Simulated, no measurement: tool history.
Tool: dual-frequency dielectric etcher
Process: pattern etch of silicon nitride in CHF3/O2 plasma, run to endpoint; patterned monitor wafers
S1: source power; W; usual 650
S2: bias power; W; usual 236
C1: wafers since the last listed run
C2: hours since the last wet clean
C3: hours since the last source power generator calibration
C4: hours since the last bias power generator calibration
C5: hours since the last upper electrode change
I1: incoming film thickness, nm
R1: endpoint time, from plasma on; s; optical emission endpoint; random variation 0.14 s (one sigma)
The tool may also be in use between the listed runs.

| run | hour | S1 | S2 | C1 | C2 | C3 | C4 | C5 | I1 | R1 |
|---|---|---|---|---|---|---|---|---|---|---|
| 1 | 0 | 650 | 267 | 0 | 330.4 | 2501.8 | 1534.4 | 4636.3 | 84 | 45.8 |
| 2 | 20.3 | 650 | 267 | 236 | 350.7 | 2522.1 | 1554.7 | 4656.6 | 83.7 | 45.4 |
| 3 | 108.1 | 650 | 267 | 1023 | 438.5 | 2609.9 | 1642.5 | 4744.4 | 83.4 | 45.7 |
| 4 | 124.9 | 650 | 199 | 195 | 455.3 | 2626.7 | 1659.3 | 4761.2 | 83.9 | 52.9 |
| 5 | 156.5 | 650 | 236 | 368 | 486.9 | 2658.3 | 1690.9 | 4792.8 | 83.3 | 48.7 |
| 6 | 182.4 | 650 | 236 | 302 | 512.8 | 2684.2 | 1716.8 | 4818.7 | 82.1 | 47.8 |
| 7 | 210.8 | 650 | 236 | 331 | 541.2 | 2712.6 | 1745.2 | 4847.1 | 83.2 | 48.9 |
|  | 237.2 | upper electrode replaced |
|  | 255 | wet clean of the chamber |
| 8 | 255.5 | 650 | 236 | 33 | 0.5 | 2757.3 | 1789.9 | 18.3 | 82.8 | 46.7 |
| 9 | 255.9 | 650 | 236 | 4 | 0.9 | 2757.7 | 1790.3 | 18.7 | 84.1 | 47.4 |
| 10 | 269.3 | 650 | 236 | 156 | 14.3 | 2771.1 | 1803.7 | 32.1 | 83.2 | 47.1 |
| 11 | 304 | 650 | 210 | 404 | 49 | 2805.8 | 1838.4 | 66.8 | 82.8 | 49.4 |
| 12 | 337.8 | 650 | 236 | 394 | 82.8 | 2839.6 | 1872.2 | 100.6 | 84.1 | 47.5 |
|  | 354.9 | bias power generator calibrated |
| 13 | 359.9 | 650 | 188 | 211 | 104.9 | 2861.7 | 5 | 122.7 | 83.2 | 52.7 |
|  | 388.6 | source power generator calibrated |
| 14 | 389.4 | 490 | 291 | 297 | 134.4 | 0.8 | 34.5 | 152.2 | 83.6 | 47.5 |
| 15 | 407.9 | 650 | 259 | 215 | 152.9 | 19.3 | 53 | 170.7 | 83.5 | 45.7 |
| 16 | 481.4 | 590 | 206 | 857 | 226.4 | 92.8 | 126.5 | 244.2 | 82.7 | 52.4 |
| 17 | 527.3 | 650 | 236 | 535 | 272.3 | 138.7 | 172.4 | 290.1 | 83.3 | 47.9 |
| 18 | 549 | 650 | 236 | 253 | 294 | 160.4 | 194.1 | 311.8 | 84.8 | 49.1 |
| 19 | 571.3 | 780 | 261 | 260 | 316.3 | 182.7 | 216.4 | 334.1 | 82.9 | 42.9 |
| 20 | 592.2 | 650 | 236 | 243 | 337.2 | 203.6 | 237.3 | 355 | 84.6 | 48.8 |
| 21 | 613.9 | 690 | 257 | 253 | 358.9 | 225.3 | 259 | 376.7 | 83.5 | 45.3 |
| 22 | 637 | 530 | 276 | 269 | 382 | 248.4 | 282.1 | 399.8 | 83.7 | 48.2 |

The same runs without the tool's hidden state, with the same run-to-run variation:
The hidden state here: etch rate over this chamber's usual, %; source power that arrives over what is set, %; bias power that arrives over what is set, %.
| run | R1 |
|---|---|
| 1 | 44.8 |
| 2 | 44.3 |
| 3 | 44.4 |
| 4 | 51.3 |
| 5 | 47.1 |
| 6 | 46.1 |
| 7 | 47.2 |
| 8 | 46.8 |
| 9 | 47.5 |
| 10 | 47.1 |
| 11 | 49.2 |
| 12 | 47.3 |
| 13 | 52.4 |
| 14 | 47.1 |
| 15 | 45.3 |
| 16 | 51.7 |
| 17 | 47.1 |
| 18 | 48.2 |
| 19 | 42 |
| 20 | 47.8 |
| 21 | 44.2 |
| 22 | 47 |
